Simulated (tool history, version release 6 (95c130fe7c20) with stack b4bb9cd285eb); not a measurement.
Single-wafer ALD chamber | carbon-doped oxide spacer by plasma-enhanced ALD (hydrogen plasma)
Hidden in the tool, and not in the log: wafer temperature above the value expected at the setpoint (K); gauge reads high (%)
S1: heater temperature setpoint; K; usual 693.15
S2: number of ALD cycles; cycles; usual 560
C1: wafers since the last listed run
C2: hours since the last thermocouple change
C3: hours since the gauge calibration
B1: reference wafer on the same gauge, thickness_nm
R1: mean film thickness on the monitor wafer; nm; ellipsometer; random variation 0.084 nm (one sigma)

{"run": 1, "hour": 0.0, "S1": 688.15, "S2": 560, "C1": 0, "C2": 1086.2, "C3": 1568.9, "B1": 21.17, "R1": 24.841}
{"run": 2, "hour": 72.8, "S1": 693.15, "S2": 560, "C1": 57, "C2": 1159, "C3": 1641.7, "B1": 21.181, "R1": 24.322}
{"run": 3, "hour": 166.7, "S1": 693.15, "S2": 560, "C1": 74, "C2": 1252.9, "C3": 1735.6, "B1": 21.183, "R1": 24.61}
{"run": 4, "hour": 234.5, "S1": 693.15, "S2": 560, "C1": 53, "C2": 1320.7, "C3": 1803.4, "B1": 21.204, "R1": 24.411}
{"run": 5, "hour": 294.4, "S1": 693.15, "S2": 482, "C1": 47, "C2": 1380.6, "C3": 1863.3, "B1": 21.211, "R1": 21.097}
{"hour": 352.6, "done": "thermocouple changed; heater temperature recalibrated"}
{"run": 6, "hour": 447.1, "S1": 693.15, "S2": 501, "C1": 114, "C2": 94.5, "C3": 2016, "B1": 21.183, "R1": 22.118}
{"run": 7, "hour": 508.1, "S1": 693.15, "S2": 637, "C1": 48, "C2": 155.5, "C3": 2077, "B1": 21.209, "R1": 28.028}
{"run": 8, "hour": 572.1, "S1": 693.15, "S2": 637, "C1": 50, "C2": 219.5, "C3": 2141, "B1": 21.199, "R1": 28.014}
{"run": 9, "hour": 648.0, "S1": 693.15, "S2": 637, "C1": 60, "C2": 295.4, "C3": 2216.9, "B1": 21.186, "R1": 27.957}
{"run": 10, "hour": 734.1, "S1": 693.15, "S2": 560, "C1": 68, "C2": 381.5, "C3": 2303, "B1": 21.201, "R1": 24.522}
{"run": 11, "hour": 776.2, "S1": 699.15, "S2": 560, "C1": 33, "C2": 423.6, "C3": 2345.1, "B1": 21.199, "R1": 24.149}
{"run": 12, "hour": 866.3, "S1": 699.15, "S2": 560, "C1": 71, "C2": 513.7, "C3": 2435.2, "B1": 21.184, "R1": 24.047}
{"run": 13, "hour": 932.3, "S1": 699.15, "S2": 560, "C1": 52, "C2": 579.7, "C3": 2501.2, "B1": 21.212, "R1": 24.069}
{"run": 14, "hour": 996.9, "S1": 693.15, "S2": 518, "C1": 51, "C2": 644.3, "C3": 2565.8, "B1": 21.182, "R1": 22.594}
{"run": 15, "hour": 1062.7, "S1": 693.15, "S2": 560, "C1": 52, "C2": 710.1, "C3": 2631.6, "B1": 21.196, "R1": 24.477}
{"hour": 1126.1, "done": "gauge calibrated"}
{"run": 16, "hour": 1131.9, "S1": 693.15, "S2": 560, "C1": 54, "C2": 779.3, "C3": 5.8, "B1": 21.186, "R1": 24.531}
{"run": 17, "hour": 1170.7, "S1": 693.15, "S2": 560, "C1": 30, "C2": 818.1, "C3": 44.6, "B1": 21.177, "R1": 24.34}
{"run": 18, "hour": 1244.7, "S1": 693.15, "S2": 606, "C1": 58, "C2": 892.1, "C3": 118.6, "B1": 21.2, "R1": 26.375}
{"run": 19, "hour": 1310.5, "S1": 693.15, "S2": 648, "C1": 52, "C2": 957.9, "C3": 184.4, "B1": 21.213, "R1": 28.277}
{"run": 20, "hour": 1377.3, "S1": 693.15, "S2": 560, "C1": 52, "C2": 1024.7, "C3": 251.2, "B1": 21.221, "R1": 24.382}
{"run": 21, "hour": 1455.5, "S1": 693.15, "S2": 560, "C1": 62, "C2": 1102.9, "C3": 329.4, "B1": 21.209, "R1": 24.485}
{"run": 22, "hour": 1551.1, "S1": 704.15, "S2": 615, "C1": 75, "C2": 1198.5, "C3": 425, "B1": 21.188, "R1": 25.903}
{"run": 23, "hour": 1614.6, "S1": 682.15, "S2": 661, "C1": 50, "C2": 1262, "C3": 488.5, "B1": 21.204, "R1": 29.75}
{"run": 24, "hour": 1669.2, "S1": 707.15, "S2": 631, "C1": 43, "C2": 1316.6, "C3": 543.1, "B1": 21.182, "R1": 26.281}
{"run": 25, "hour": 1715.3, "S1": 700.15, "S2": 460, "C1": 36, "C2": 1362.7, "C3": 589.2, "B1": 21.201, "R1": 19.635}
{"run": 26, "hour": 1827.5, "S1": 682.15, "S2": 600, "C1": 88, "C2": 1474.9, "C3": 701.4, "B1": 21.201, "R1": 26.818}

Run 27 comes next. What will it give?
{"run": 27, "hour": 1928.7, "S1": 680.15, "S2": 529, "C1": 80, "C2": 1576.1, "C3": 802.6, "B1": "?", "R1": "?"}

B1: 21.195
R1: 23.857 nm
Without the tool's hidden state the same run would have given R1 24.264 nm.
